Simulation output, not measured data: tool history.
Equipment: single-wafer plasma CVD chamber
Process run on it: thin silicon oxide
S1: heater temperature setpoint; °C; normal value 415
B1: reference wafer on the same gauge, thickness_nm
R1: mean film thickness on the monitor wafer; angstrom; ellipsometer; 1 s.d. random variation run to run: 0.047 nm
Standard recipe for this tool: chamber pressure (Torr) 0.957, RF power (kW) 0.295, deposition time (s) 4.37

run 1 hour=0.0 | S1=415 chamber_pressure_(Torr)=1.132 RF_power_(kW)=0.295 deposition_time_(s)=4.37 | B1=8.090 | R1=101.72
run 2 hour=145.2 | S1=415 chamber_pressure_(Torr)=1.132 RF_power_(kW)=0.295 deposition_time_(s)=4.37 | B1=8.081 | R1=101.09
run 3 hour=351.9 | S1=415 chamber_pressure_(Torr)=1.132 RF_power_(kW)=0.295 deposition_time_(s)=4.37 | B1=8.096 | R1=100.33
run 4 hour=414.6 | S1=415 chamber_pressure_(Torr)=0.957 RF_power_(kW)=0.295 deposition_time_(s)=4.37 | B1=8.089 | R1=88.04
run 5 hour=445.7 | S1=415 chamber_pressure_(Torr)=0.957 RF_power_(kW)=0.330 deposition_time_(s)=4.37 | B1=8.090 | R1=92.44
run 6 hour=513.2 | S1=415 chamber_pressure_(Torr)=0.957 RF_power_(kW)=0.295 deposition_time_(s)=4.37 | B1=8.092 | R1=90.23
run 7 hour=584.5 | S1=411 chamber_pressure_(Torr)=0.898 RF_power_(kW)=0.295 deposition_time_(s)=4.37 | B1=8.094 | R1=86.11
run 8 hour=617.8 | S1=423 chamber_pressure_(Torr)=0.881 RF_power_(kW)=0.320 deposition_time_(s)=4.60 | B1=8.086 | R1=91.49
run 9 hour=671.3 | S1=407 chamber_pressure_(Torr)=1.149 RF_power_(kW)=0.255 deposition_time_(s)=5.18 | B1=8.079 | R1=117.27
run 10 hour=735.3 | S1=420 chamber_pressure_(Torr)=1.019 RF_power_(kW)=0.330 deposition_time_(s)=4.37 | B1=8.097 | R1=98.21
run 11 hour=805.1 | S1=415 chamber_pressure_(Torr)=1.132 RF_power_(kW)=0.295 deposition_time_(s)=4.37 | B1=8.084 | R1=101.62
run 12 hour=845.6 | S1=415 chamber_pressure_(Torr)=0.957 RF_power_(kW)=0.295 deposition_time_(s)=4.37 | B1=8.089 | R1=90.30
run 13 hour=879.4 | S1=415 chamber_pressure_(Torr)=0.957 RF_power_(kW)=0.315 deposition_time_(s)=3.54 | B1=8.088 | R1=73.99
run 14 hour=911.9 | S1=415 chamber_pressure_(Torr)=0.957 RF_power_(kW)=0.295 deposition_time_(s)=3.90 | B1=8.086 | R1=81.17

Not shown: 5 entries that the log had between the listed runs. Between which runs, and how does the tool's hidden state differ before and after?
Logged between run 2 and run 3: capacitance manometer re-zeroed and calibrated (hour 293.7)
  delivered RF power above the setpoint (%): -6.22 -> -8.16; true pressure above the setpoint (%): 2.42 -> -0.187
  measured minus no-state result, R1: -0.34 -> -2.81 angstrom
Logged between run 3 and run 4: gauge calibrated (hour 383.2)
  delivered RF power above the setpoint (%): -8.16 -> -8.75; true pressure above the setpoint (%): -0.187 -> 0.025
  measured minus no-state result, R1: -2.81 -> -2.52 angstrom
Logged between run 5 and run 6: RF generator calibrated (hour 471.8)
  delivered RF power above the setpoint (%): -9.04 -> -2.04; true pressure above the setpoint (%): 0.13 -> 0.359
  measured minus no-state result, R1: -2.50 -> -0.30 angstrom
Logged between run 6 and run 7: thermocouple changed; heater temperature recalibrated (hour 568.4)
  delivered RF power above the setpoint (%): -2.04 -> -2.71; true pressure above the setpoint (%): 0.359 -> 0.6
  measured minus no-state result, R1: -0.30 -> -0.29 angstrom
Logged between run 7 and run 8: showerhead replaced (hour 613.1)
  delivered RF power above the setpoint (%): -2.71 -> -3.03; true pressure above the setpoint (%): 0.6 -> 0.713
  measured minus no-state result, R1: -0.29 -> -0.25 angstrom
